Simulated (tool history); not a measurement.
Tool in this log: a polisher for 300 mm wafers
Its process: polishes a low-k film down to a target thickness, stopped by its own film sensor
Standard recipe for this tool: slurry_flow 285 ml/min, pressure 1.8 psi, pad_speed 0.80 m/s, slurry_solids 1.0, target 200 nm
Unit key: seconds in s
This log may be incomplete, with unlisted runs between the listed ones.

run,day,slurry_flow,pressure,pad_speed,slurry_solids,target,"incoming thickness of the incoming film, nm",seconds
1,0.000,285,1.8,0.80,1.2,200,218.1,50.5
# day 0.479: slurry nozzle cleaned
# day 1.908: slurry blender recalibrated
2,3.783,285,1.8,0.80,1.0,200,222.5,65.8
# day 7.329: worn pad replaced by a new one
3,7.350,285,1.8,0.80,1.0,200,219.2,60.3
4,10.267,285,1.8,0.80,1.0,200,222.2,75.1
# day 11.125: conditioning disc replaced and pad reconditioned
# day 12.242: slurry blender recalibrated
5,13.304,285,1.8,0.80,1.0,200,220.8,62.7
6,14.883,285,1.8,0.80,1.0,200,218.2,53.6
7,17.246,285,1.8,0.80,1.0,200,221.0,66.0
# day 17.938: worn pad replaced by a new one
8,21.608,285,1.8,0.80,1.0,200,218.8,62.8
# day 22.267: slurry blender recalibrated
9,24.975,285,1.8,0.80,1.0,200,218.5,65.9
# day 26.112: conditioning disc replaced and pad reconditioned
# day 27.554: head pressure recalibrated
# day 27.596: worn pad replaced by a new one
10,27.929,205,1.8,0.94,1.0,200,219.4,57.1
11,30.033,285,1.8,0.80,1.1,205,216.8,34.9
# day 33.296: slurry blender recalibrated
12,34.492,285,1.8,1.00,1.0,200,222.8,67.2
# day 34.983: slurry nozzle cleaned
13,36.004,285,2.1,0.72,1.0,200,219.4,57.2
# day 37.125: worn pad replaced by a new one
# day 37.992: conditioning disc replaced and pad reconditioned
14,39.192,285,1.8,0.80,1.0,200,221.9,61.7
# day 43.042: slurry blender recalibrated
15,43.092,195,1.8,0.60,1.0,200,219.4,78.6
16,46.250,285,1.8,0.52,1.0,200,218.6,76.5
17,47.804,285,1.8,0.80,1.0,205,218.6,43.8
# day 48.467: worn pad replaced by a new one
18,49.654,195,1.8,0.70,0.8,204,222.8,87.6

Below are 5 alternative next runs, each starting from the tool's condition after run 18. Predict each:
A,49.671,285,1.8,0.80,1.0,200,220.3,?
B,49.671,285,1.8,0.96,1.2,204,220.3,?
C,49.671,285,2.3,0.80,0.9,197,220.3,?
D,49.671,205,1.8,0.68,1.0,200,220.3,?
E,49.671,285,1.5,0.80,1.0,200,220.3,?

run,seconds
A,68.8
B,44.4
C,68.6
D,80.8
E,80.8
Had the tool no hidden state, the same runs would have come out as:
run,seconds
A,55.3
B,35.0
C,53.4
D,64.8
E,66.3
